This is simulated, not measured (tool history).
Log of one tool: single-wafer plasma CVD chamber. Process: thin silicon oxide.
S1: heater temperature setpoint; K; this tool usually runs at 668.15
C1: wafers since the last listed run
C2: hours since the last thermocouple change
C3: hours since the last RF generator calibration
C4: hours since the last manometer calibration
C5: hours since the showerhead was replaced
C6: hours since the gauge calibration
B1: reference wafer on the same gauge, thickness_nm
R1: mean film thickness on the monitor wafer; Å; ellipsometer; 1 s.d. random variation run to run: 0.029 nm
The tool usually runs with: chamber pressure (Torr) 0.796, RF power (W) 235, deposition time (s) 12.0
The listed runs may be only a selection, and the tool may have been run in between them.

{"run": 1, "hour": 0.0, "S1": 668.15, "chamber pressure (Torr)": 0.796, "RF power (W)": 235, "deposition time (s)": 12.0, "C1": 0, "C2": 1309.2, "C3": 2295.3, "C4": 1942.7, "C5": 4978.3, "C6": 33.3, "B1": 16.82, "R1": 194.03}
{"run": 2, "hour": 12.9, "S1": 668.15, "chamber pressure (Torr)": 0.796, "RF power (W)": 235, "deposition time (s)": 12.0, "C1": 348, "C2": 1322.1, "C3": 2308.2, "C4": 1955.6, "C5": 4991.2, "C6": 46.2, "B1": 16.83, "R1": 193.7}
{"run": 3, "hour": 27.2, "S1": 668.15, "chamber pressure (Torr)": 0.796, "RF power (W)": 235, "deposition time (s)": 12.0, "C1": 385, "C2": 1336.4, "C3": 2322.5, "C4": 1969.9, "C5": 5005.5, "C6": 60.5, "B1": 16.829, "R1": 193.85}
{"run": 4, "hour": 36.8, "S1": 668.15, "chamber pressure (Torr)": 0.796, "RF power (W)": 200, "deposition time (s)": 12.0, "C1": 259, "C2": 1346.0, "C3": 2332.1, "C4": 1979.5, "C5": 5015.1, "C6": 70.1, "B1": 16.852, "R1": 176.66}
{"hour": 51.7, "done": "capacitance manometer re-zeroed and calibrated"}
{"run": 5, "hour": 54.7, "S1": 668.15, "chamber pressure (Torr)": 0.796, "RF power (W)": 200, "deposition time (s)": 12.0, "C1": 267, "C2": 1363.9, "C3": 2350.0, "C4": 3.0, "C5": 5033.0, "C6": 88.0, "B1": 16.85, "R1": 178.11}
{"run": 6, "hour": 65.6, "S1": 668.15, "chamber pressure (Torr)": 0.796, "RF power (W)": 235, "deposition time (s)": 12.0, "C1": 294, "C2": 1374.8, "C3": 2360.9, "C4": 13.9, "C5": 5043.9, "C6": 98.9, "B1": 16.874, "R1": 194.13}
{"run": 7, "hour": 78.2, "S1": 668.15, "chamber pressure (Torr)": 0.796, "RF power (W)": 235, "deposition time (s)": 10.2, "C1": 340, "C2": 1387.4, "C3": 2373.5, "C4": 26.5, "C5": 5056.5, "C6": 111.5, "B1": 16.876, "R1": 165.65}
{"hour": 89.0, "done": "thermocouple changed; heater temperature recalibrated"}
{"run": 8, "hour": 89.5, "S1": 659.15, "chamber pressure (Torr)": 0.796, "RF power (W)": 200, "deposition time (s)": 9.6, "C1": 89, "C2": 0.5, "C3": 2384.8, "C4": 37.8, "C5": 5067.8, "C6": 122.8, "B1": 16.881, "R1": 143.14}
{"hour": 100.0, "done": "showerhead replaced"}
{"run": 9, "hour": 100.5, "S1": 654.15, "chamber pressure (Torr)": 0.796, "RF power (W)": 280, "deposition time (s)": 14.1, "C1": 80, "C2": 11.5, "C3": 2395.8, "C4": 48.8, "C5": 0.5, "C6": 133.8, "B1": 16.895, "R1": 252.14}
{"hour": 117.7, "done": "RF generator calibrated"}
{"run": 10, "hour": 118.2, "S1": 668.15, "chamber pressure (Torr)": 0.73, "RF power (W)": 265, "deposition time (s)": 12.0, "C1": 261, "C2": 29.2, "C3": 0.5, "C4": 66.5, "C5": 18.2, "C6": 151.5, "B1": 16.896, "R1": 198.19}
{"hour": 119.7, "done": "gauge calibrated"}
{"run": 11, "hour": 124.6, "S1": 668.15, "chamber pressure (Torr)": 0.796, "RF power (W)": 235, "deposition time (s)": 12.0, "C1": 172, "C2": 35.6, "C3": 6.9, "C4": 72.9, "C5": 24.6, "C6": 4.9, "B1": 16.804, "R1": 193.55}
{"run": 12, "hour": 130.8, "S1": 661.15, "chamber pressure (Torr)": 0.907, "RF power (W)": 265, "deposition time (s)": 12.7, "C1": 167, "C2": 41.8, "C3": 13.1, "C4": 79.1, "C5": 30.8, "C6": 11.1, "B1": 16.822, "R1": 234.84}

Run 13, settings as shown, results not yet in. Your forecast:
{"run": 13, "hour": 144.2, "S1": 673.15, "chamber pressure (Torr)": 0.666, "RF power (W)": 220, "deposition time (s)": 10.7, "C1": 361, "C2": 55.2, "C3": 26.5, "C4": 92.5, "C5": 44.2, "C6": 24.5, "B1": "?", "R1": "?"}

Logged for run 13: B1 16.825, R1 151.64 Å.
With the hidden condition absent and the run-to-run variation left alone, this run would have shown R1 151.49 Å.

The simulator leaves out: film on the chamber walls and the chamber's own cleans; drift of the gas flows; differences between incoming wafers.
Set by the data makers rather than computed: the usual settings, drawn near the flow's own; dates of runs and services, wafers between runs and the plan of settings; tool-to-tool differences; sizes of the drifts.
